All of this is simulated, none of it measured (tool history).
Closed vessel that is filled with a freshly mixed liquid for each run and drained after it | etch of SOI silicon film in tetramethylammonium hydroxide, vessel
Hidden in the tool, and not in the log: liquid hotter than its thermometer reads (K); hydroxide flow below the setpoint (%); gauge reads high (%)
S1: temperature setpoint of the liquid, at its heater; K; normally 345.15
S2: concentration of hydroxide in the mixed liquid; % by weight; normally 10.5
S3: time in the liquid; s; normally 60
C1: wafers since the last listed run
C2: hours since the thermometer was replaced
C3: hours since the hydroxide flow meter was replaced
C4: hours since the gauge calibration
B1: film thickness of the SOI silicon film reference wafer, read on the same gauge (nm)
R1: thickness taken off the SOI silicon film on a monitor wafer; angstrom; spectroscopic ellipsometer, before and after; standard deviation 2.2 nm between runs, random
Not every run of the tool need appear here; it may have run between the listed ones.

Run 1, hour 0: usual settings but S1 342.65 K; C1 0; C2 746.6; C3 56.7; C4 557.8; B1 130.01. Result: R1 4246.2 angstrom.
Run 2, hour 74.7: usual settings but S1 342.65 K; C1 10883; C2 821.3; C3 131.4; C4 632.5; B1 129.99. Result: R1 4178 angstrom.
Run 3, hour 127.4: usual settings; C1 7678; C2 874; C3 184.1; C4 685.2; B1 129.99. Result: R1 4851.2 angstrom.
Run 4, hour 173: usual settings; C1 6643; C2 919.6; C3 229.7; C4 730.8; B1 129.98. Result: R1 4893.6 angstrom.
Run 5, hour 277.4: usual settings; C1 15210; C2 1024; C3 334.1; C4 835.2; B1 130.01. Result: R1 4916.4 angstrom.
Run 6, hour 344.5: usual settings but S2 9 % by weight; C1 9776; C2 1091.1; C3 401.2; C4 902.3; B1 130. Result: R1 5179.7 angstrom.
Run 7, hour 396.8: usual settings but S2 9 % by weight; C1 7619; C2 1143.4; C3 453.5; C4 954.6; B1 129.98. Result: R1 5181.1 angstrom.
Run 8, hour 483.4: usual settings but S2 9 % by weight; C1 12617; C2 1230; C3 540.1; C4 1041.2; B1 130. Result: R1 5209.5 angstrom.
Run 9, hour 548.3: usual settings but S2 12.5 % by weight, S3 50 s; C1 9455; C2 1294.9; C3 605; C4 1106.1; B1 130.02. Result: R1 3810.2 angstrom.
Run 10, hour 634.6: usual settings but S2 12.5 % by weight, S3 50 s; C1 12573; C2 1381.2; C3 691.3; C4 1192.4; B1 129.97. Result: R1 3835.2 angstrom.
Run 11, hour 698: usual settings but S2 12.5 % by weight, S3 50 s; C1 9237; C2 1444.6; C3 754.7; C4 1255.8; B1 130. Result: R1 3871.1 angstrom.
Run 12, hour 769.9: usual settings; C1 10475; C2 1516.5; C3 826.6; C4 1327.7; B1 129.98. Result: R1 4981.3 angstrom.
Run 13, hour 860.8: usual settings; C1 13243; C2 1607.4; C3 917.5; C4 1418.6; B1 130.02. Result: R1 4975.3 angstrom.
At hour 872.9: thermometer replaced.
Run 14, hour 928.9: usual settings but S1 340.15 K, S2 13.5 % by weight; C1 9776; C2 56; C3 985.6; C4 1486.7; B1 129.97. Result: R1 3210.2 angstrom.
Run 15, hour 992.1: usual settings but S2 13.5 % by weight, S3 40 s; C1 9207; C2 119.2; C3 1048.8; C4 1549.9; B1 130.01. Result: R1 2857.7 angstrom.
At hour 1029.9: gauge calibrated.
Run 16, hour 1030.3: usual settings but S1 352.65 K, S2 8 % by weight, S3 45 s; C1 5565; C2 157.4; C3 1087; C4 0.4; B1 130.01. Result: R1 6039.4 angstrom.
Run 17, hour 1079.5: usual settings but S1 351.65 K, S2 8.5 % by weight, S3 30 s; C1 7168; C2 206.6; C3 1136.2; C4 49.6; B1 130.01. Result: R1 3747 angstrom.
Run 18, hour 1169.8: usual settings; C1 13156; C2 296.9; C3 1226.5; C4 139.9; B1 130. Result: R1 4804.5 angstrom.
Run 19, hour 1241.7: usual settings but S2 12.5 % by weight; C1 10475; C2 368.8; C3 1298.4; C4 211.8; B1 130. Result: R1 4508.7 angstrom.
Run 20, hour 1289.4: usual settings but S2 8.5 % by weight; C1 6949; C2 416.5; C3 1346.1; C4 259.5; B1 130.01. Result: R1 5228.6 angstrom.
Run 21, hour 1365.2: usual settings but S1 347.65 K, S2 11.5 % by weight, S3 30 s; C1 11043; C2 492.3; C3 1421.9; C4 335.3; B1 129.99. Result: R1 2709.2 angstrom.
At hour 1413.3: hydroxide flow meter replaced.
Run 22, hour 1420.6: usual settings but S1 351.65 K, S2 8.5 % by weight, S3 30 s; C1 7925; C2 547.7; C3 7.3; C4 390.7; B1 130. Result: R1 3821 angstrom.
Run 23, hour 1541.2: usual settings; C1 17570; C2 668.3; C3 127.9; C4 511.3; B1 130.03. Result: R1 4867.8 angstrom.
Run 24, hour 1635: usual settings but S1 340.65 K, S2 12 % by weight; C1 13666; C2 762.1; C3 221.7; C4 605.1; B1 130.01. Result: R1 3557.6 angstrom.
Run 25, hour 1695.6: usual settings but S1 349.15 K, S2 12 % by weight, S3 95 s; C1 8829; C2 822.7; C3 282.3; C4 665.7; B1 129.98. Result: R1 9274.1 angstrom.
Run 26, hour 1779.8: usual settings; C1 12267; C2 906.9; C3 366.5; C4 749.9; B1 130. Result: R1 4898.3 angstrom.
Run 27, hour 1847: usual settings but S1 352.15 K, S2 7.5 % by weight, S3 50 s; C1 9790; C2 974.1; C3 433.7; C4 817.1; B1 129.98. Result: R1 6768 angstrom.

4 ways to go on from here, each from the tool as it stands after run 27. What would each give?
Run A, hour 1847.7: usual settings; C1 101; C2 974.8; C3 434.4; C4 817.8; B1 ?. Result: R1 ?.
Run B, hour 1847.7: usual settings but S3 35 s; C1 101; C2 974.8; C3 434.4; C4 817.8; B1 ?. Result: R1 ?.
Run C, hour 1847.7: usual settings but S1 338.65 K, S2 13 % by weight, S3 50 s; C1 101; C2 974.8; C3 434.4; C4 817.8; B1 ?. Result: R1 ?.
Run D, hour 1847.7: usual settings but S1 338.65 K, S2 11.5 % by weight; C1 101; C2 974.8; C3 434.4; C4 817.8; B1 ?. Result: R1 ?.

run   B1      R1
  A  130  4867.4
  B  130  2839.3
  C  130  2542.7
  D  130  3211.5
With no hidden state in the tool, these same runs would have given:
run      R1
  A  4703.9
  B  2743.9
  C    2454
  D  3099.5
